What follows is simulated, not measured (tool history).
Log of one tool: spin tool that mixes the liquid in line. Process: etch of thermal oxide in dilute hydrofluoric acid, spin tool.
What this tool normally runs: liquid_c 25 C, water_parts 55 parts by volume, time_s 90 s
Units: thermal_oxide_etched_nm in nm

run   hour  liquid_c  water_parts  time_s  wafers since the last listed run  hours since the thermometer was replaced  hours since the hydrofluoric acid flow meter was replaced  hours since the gauge calibration  read-back film thickness of the thermal oxide reference wafer, read on the same gauge (nm)  thermal_oxide_etched_nm
  1      0        25           55      90                                 0                                     526.4                                                       1295                              139.4                                                                                      109.99                     7.76
  2   32.2        25           55      90                               414                                     558.6                                                     1327.2                              171.6                                                                                      109.97                     7.74
  3   66.7        25           55      90                               443                                     593.1                                                     1361.7                              206.1                                                                                      110.01                     7.69
  4  157.1        25           55      90                              1162                                     683.5                                                     1452.1                              296.5                                                                                      109.99                     7.66
  5  234.5        25           55      90                               995                                     760.9                                                     1529.5                              373.9                                                                                      109.99                     7.66
  6  247.7        25           55      90                               169                                     774.1                                                     1542.7                              387.1                                                                                      109.97                     7.65
     256.1  -- gauge calibrated
     258.5  -- thermometer replaced
  7    277        25           50      90                               363                                      18.5                                                       1572                               20.9                                                                                      110.01                     8.49
  8  295.1        25           50      90                               232                                      36.6                                                     1590.1                                 39                                                                                      110.01                     8.43
  9  327.8        25           55      90                               420                                      69.3                                                     1622.8                               71.7                                                                                      109.98                     7.68
 10  345.7        25           55      90                               230                                      87.2                                                     1640.7                               89.6                                                                                      109.98                     7.61
 11    377        21           55      55                               402                                     118.5                                                       1672                              120.9                                                                                      110.01                     3.96
 12  400.6        25           55     130                               303                                     142.1                                                     1695.6                              144.5                                                                                      109.99                    11.02
 13  434.5        25           55      90                               435                                       176                                                     1729.5                              178.4                                                                                      109.99                     7.54
 14  467.4        25           85      45                               423                                     208.9                                                     1762.4                              211.3                                                                                      109.97                     2.37
 15  495.2        25           55      90                               357                                     236.7                                                     1790.2                              239.1                                                                                      110.02                     7.54
     507.4  -- hydrofluoric acid flow meter replaced
 16  509.7        27           65     140                               173                                     251.2                                                        2.3                              253.6                                                                                      109.98                    11.58
 17  532.3        25           55      90                               290                                     273.8                                                       24.9                              276.2                                                                                      109.97                     8.17
 18  545.9        25           55      90                               174                                     287.4                                                       38.5                              289.8                                                                                      110.02                     8.19
 19  559.6        25           40     110                               176                                     301.1                                                       52.2                              303.5                                                                                         110                    14.01
 20  593.6        23           55     110                               437                                     335.1                                                       86.2                              337.5                                                                                      109.93                      9.2
 21  681.1      22.5           40      90                              1125                                     422.6                                                      173.7                                425                                                                                      109.96                    10.19
 22  706.1        25           55      60                               321                                     447.6                                                      198.7                                450                                                                                      110.03                     5.38
 23  722.7        27           80     110                               213                                     464.2                                                      215.3                              466.6                                                                                      110.04                     7.16

Each row is a separate what-if for the run after 23, all from the same tool condition, not one after another. Results?
  A  723.1        25           55      90                                 5                                     464.6                                                      215.7                                467                                                                                           ?                        ?
  B  723.1      20.5           35      60                                 5                                     464.6                                                      215.7                                467                                                                                           ?                        ?
  C  723.1        27           45      90                                 5                                     464.6                                                      215.7                                467                                                                                           ?                        ?
  D  723.1      29.5           40      50                                 5                                     464.6                                                      215.7                                467                                                                                           ?                        ?
  E  723.1      26.5           55      65                                 5                                     464.6                                                      215.7                                467                                                                                           ?                        ?

run  read-back film thickness of the thermal oxide reference wafer, read on the same gauge (nm)  thermal_oxide_etched_nm
  A                                                                                      109.99                     8.12
  B                                                                                      109.99                     7.23
  C                                                                                      109.99                    10.91
  D                                                                                      109.99                     7.59
  E                                                                                      109.99                     6.23
What these runs would have given with no unlogged condition in the tool:
run  thermal_oxide_etched_nm
  A                      8.2
  B                      7.3
  C                    11.02
  D                     7.67
  E                     6.29

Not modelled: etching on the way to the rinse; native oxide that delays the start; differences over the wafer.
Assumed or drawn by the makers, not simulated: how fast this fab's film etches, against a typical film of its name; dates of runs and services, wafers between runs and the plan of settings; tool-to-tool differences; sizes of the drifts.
